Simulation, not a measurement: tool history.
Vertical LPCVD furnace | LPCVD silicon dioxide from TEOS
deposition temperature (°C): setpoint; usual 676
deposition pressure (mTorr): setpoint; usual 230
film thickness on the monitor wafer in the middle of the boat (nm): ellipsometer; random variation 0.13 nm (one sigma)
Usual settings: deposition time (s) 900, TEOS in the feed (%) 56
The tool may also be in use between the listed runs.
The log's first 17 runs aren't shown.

| run | hour | deposition temperature (°C) | deposition pressure (mTorr) | deposition time (s) | TEOS in the feed (%) | read-back reference wafer on the same gauge, thickness | film thickness on the monitor wafer in the middle of the boat (nm) |
|---|---|---|---|---|---|---|---|
| 18 | 289.9 | 676 | 230 | 900 | 56 | 49.31 | 46.87 |
| 19 | 296.0 | 671 | 285 | 900 | 66 | 49.33 | 50.06 |
| 20 | 314.6 | 676 | 230 | 900 | 56 | 49.31 | 47.03 |
| 21 | 329.5 | 666 | 260 | 900 | 67 | 49.33 | 42.94 |
| 22 | 343.1 | 676 | 230 | 900 | 56 | 49.32 | 47.06 |
| 23 | 350.5 | 676 | 230 | 900 | 56 | 49.28 | 47.30 |
|  | 359.0 | gauge calibrated |
| 24 | 368.2 | 676 | 180 | 900 | 56 | 49.27 | 41.88 |
| 25 | 402.0 | 676 | 270 | 750 | 66 | 49.34 | 46.69 |
| 26 | 417.5 | 676 | 190 | 900 | 56 | 49.35 | 43.33 |
| 27 | 427.4 | 676 | 275 | 1200 | 45 | 49.30 | 62.37 |
| 28 | 441.4 | 680 | 280 | 1050 | 62 | 49.32 | 70.93 |
| 29 | 493.6 | 666 | 230 | 1080 | 56 | 49.30 | 44.64 |
| 30 | 504.3 | 676 | 230 | 1170 | 56 | 49.31 | 62.35 |

5 ways to go on from here, each from the tool as it stands after run 30. What would each give?
| A | 509.1 | 676 | 280 | 900 | 56 | ? | ? |
| B | 509.1 | 676 | 230 | 900 | 46 | ? | ? |
| C | 509.1 | 682 | 190 | 690 | 59 | ? | ? |
| D | 509.1 | 683 | 245 | 1050 | 52 | ? | ? |
| E | 509.1 | 681 | 200 | 600 | 51 | ? | ? |

| run | read-back reference wafer on the same gauge, thickness | film thickness on the monitor wafer in the middle of the boat (nm) |
|---|---|---|
| A | 49.30 | 53.10 |
| B | 49.30 | 43.62 |
| C | 49.30 | 39.81 |
| D | 49.30 | 66.15 |
| E | 49.30 | 32.23 |
Without the tool's hidden state the same runs would have given:
| run | film thickness on the monitor wafer in the middle of the boat (nm) |
|---|---|
| A | 50.74 |
| B | 41.68 |
| C | 38.06 |
| D | 63.25 |
| E | 30.81 |
